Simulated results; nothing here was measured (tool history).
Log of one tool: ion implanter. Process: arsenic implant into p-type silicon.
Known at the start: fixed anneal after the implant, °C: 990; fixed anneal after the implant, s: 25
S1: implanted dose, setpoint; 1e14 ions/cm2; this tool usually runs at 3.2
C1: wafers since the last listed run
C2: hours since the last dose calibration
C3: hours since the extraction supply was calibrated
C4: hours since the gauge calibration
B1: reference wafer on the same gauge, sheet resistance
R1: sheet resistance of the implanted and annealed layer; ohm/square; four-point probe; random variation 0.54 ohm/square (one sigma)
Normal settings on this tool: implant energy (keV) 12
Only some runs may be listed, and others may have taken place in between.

Run 1, hour 0: usual settings; C1 0; C2 1073.4; C3 2847; C4 81.6; B1 267.93. Result: R1 305.37 ohm/square.
Run 2, hour 7.3: usual settings; C1 83; C2 1080.7; C3 2854.3; C4 88.9; B1 267.93. Result: R1 306.48 ohm/square.
Run 3, hour 15.6: usual settings but S1 3.74 1e14 ions/cm2; C1 94; C2 1089; C3 2862.6; C4 97.2; B1 268.12. Result: R1 271.94 ohm/square.
Run 4, hour 30.3: usual settings but S1 3.74 1e14 ions/cm2; C1 167; C2 1103.7; C3 2877.3; C4 111.9; B1 267.96. Result: R1 271.03 ohm/square.
Run 5, hour 36.7: usual settings but S1 3.74 1e14 ions/cm2; C1 73; C2 1110.1; C3 2883.7; C4 118.3; B1 267.94. Result: R1 272.01 ohm/square.
Run 6, hour 54: usual settings but S1 3.78 1e14 ions/cm2, implant energy (keV) 13.5; C1 197; C2 1127.4; C3 2901; C4 135.6; B1 267.93. Result: R1 266.1 ohm/square.
Run 7, hour 70.4: usual settings but S1 3.78 1e14 ions/cm2, implant energy (keV) 13.5; C1 187; C2 1143.8; C3 2917.4; C4 152; B1 267.99. Result: R1 266.73 ohm/square.
Run 8, hour 79.9: usual settings but S1 2.44 1e14 ions/cm2; C1 108; C2 1153.3; C3 2926.9; C4 161.5; B1 268.12. Result: R1 376.96 ohm/square.
Run 9, hour 90.8: usual settings but S1 2.44 1e14 ions/cm2; C1 124; C2 1164.2; C3 2937.8; C4 172.4; B1 268.11. Result: R1 375.11 ohm/square.
Run 10, hour 97.6: usual settings but S1 2.44 1e14 ions/cm2; C1 77; C2 1171; C3 2944.6; C4 179.2; B1 268.11. Result: R1 376.08 ohm/square.
Run 11, hour 104.2: usual settings; C1 75; C2 1177.6; C3 2951.2; C4 185.8; B1 268.19. Result: R1 305.29 ohm/square.
At hour 110.6: gauge calibrated.
Run 12, hour 121.1: usual settings; C1 192; C2 1194.5; C3 2968.1; C4 10.5; B1 267.9. Result: R1 305.15 ohm/square.
Run 13, hour 133.6: usual settings; C1 142; C2 1207; C3 2980.6; C4 23; B1 268.03. Result: R1 304.29 ohm/square.
Run 14, hour 140.7: usual settings; C1 81; C2 1214.1; C3 2987.7; C4 30.1; B1 268.22. Result: R1 303.93 ohm/square.
Run 15, hour 151.6: usual settings but implant energy (keV) 15.5; C1 124; C2 1225; C3 2998.6; C4 41; B1 267.8. Result: R1 296.91 ohm/square.
At hour 173.3: extraction supply calibrated.
Run 16, hour 173.8: usual settings but S1 2.65 1e14 ions/cm2, implant energy (keV) 13; C1 162; C2 1247.2; C3 0.5; C4 63.2; B1 267.93. Result: R1 347.3 ohm/square.
Run 17, hour 181.3: usual settings but S1 3.45 1e14 ions/cm2, implant energy (keV) 9; C1 85; C2 1254.7; C3 8; C4 70.7; B1 268.03. Result: R1 295.15 ohm/square.
Run 18, hour 192.1: usual settings but S1 3.46 1e14 ions/cm2, implant energy (keV) 9; C1 123; C2 1265.5; C3 18.8; C4 81.5; B1 268.05. Result: R1 295.59 ohm/square.
Run 19, hour 203: usual settings but S1 3.97 1e14 ions/cm2, implant energy (keV) 9.5; C1 124; C2 1276.4; C3 29.7; C4 92.4; B1 268.02. Result: R1 264.37 ohm/square.
At hour 219: Faraday cup replaced and dose calibrated.
Run 20, hour 219.5: usual settings but S1 2.71 1e14 ions/cm2, implant energy (keV) 14; C1 97; C2 0.5; C3 46.2; C4 108.9; B1 268.17. Result: R1 348.47 ohm/square.
Run 21, hour 227.6: usual settings but S1 4.07 1e14 ions/cm2; C1 92; C2 8.6; C3 54.3; C4 117; B1 267.82. Result: R1 259.9 ohm/square.
Run 22, hour 245.3: usual settings but S1 3.57 1e14 ions/cm2, implant energy (keV) 10.5; C1 202; C2 26.3; C3 72; C4 134.7; B1 267.85. Result: R1 290.67 ohm/square.
Run 23, hour 260.7: usual settings; C1 175; C2 41.7; C3 87.4; C4 150.1; B1 268.11. Result: R1 311.72 ohm/square.
Run 24, hour 274.1: usual settings but S1 2.63 1e14 ions/cm2, implant energy (keV) 14.5; C1 152; C2 55.1; C3 100.8; C4 163.5; B1 268.05. Result: R1 354.45 ohm/square.
At hour 287.7: gauge calibrated.
Run 25, hour 290.6: usual settings but implant energy (keV) 8.5; C1 188; C2 71.6; C3 117.3; C4 2.9; B1 267.89. Result: R1 321.92 ohm/square.
Run 26, hour 306.5: usual settings but S1 2.45 1e14 ions/cm2, implant energy (keV) 10; C1 181; C2 87.5; C3 133.2; C4 18.8; B1 267.93. Result: R1 390.46 ohm/square.
Run 27, hour 352.4: usual settings; C1 524; C2 133.4; C3 179.1; C4 64.7; B1 267.9. Result: R1 312.65 ohm/square.

Alternative continuations, all from the tool just after run 27; predict every row:
Run A, hour 352.8: usual settings but implant energy (keV) 14.5; C1 4; C2 133.8; C3 179.5; C4 65.1; B1 ?. Result: R1 ?.
Run B, hour 352.8: usual settings but implant energy (keV) 9.5; C1 4; C2 133.8; C3 179.5; C4 65.1; B1 ?. Result: R1 ?.
Run C, hour 352.8: usual settings but S1 2.47 1e14 ions/cm2, implant energy (keV) 9; C1 4; C2 133.8; C3 179.5; C4 65.1; B1 ?. Result: R1 ?.
Run D, hour 352.8: usual settings but implant energy (keV) 15; C1 4; C2 133.8; C3 179.5; C4 65.1; B1 ?. Result: R1 ?.
Run E, hour 352.8: usual settings but implant energy (keV) 10; C1 4; C2 133.8; C3 179.5; C4 65.1; B1 ?. Result: R1 ?.

run      B1      R1
  A  268.05  305.94
  B  268.05  319.68
  C  268.05  392.48
  D  268.05  304.76
  E  268.05   318.1
Without the tool's unlogged condition, the same runs would have read:
run      R1
  A  306.17
  B  319.92
  C  392.78
  D  304.99
  E  318.34

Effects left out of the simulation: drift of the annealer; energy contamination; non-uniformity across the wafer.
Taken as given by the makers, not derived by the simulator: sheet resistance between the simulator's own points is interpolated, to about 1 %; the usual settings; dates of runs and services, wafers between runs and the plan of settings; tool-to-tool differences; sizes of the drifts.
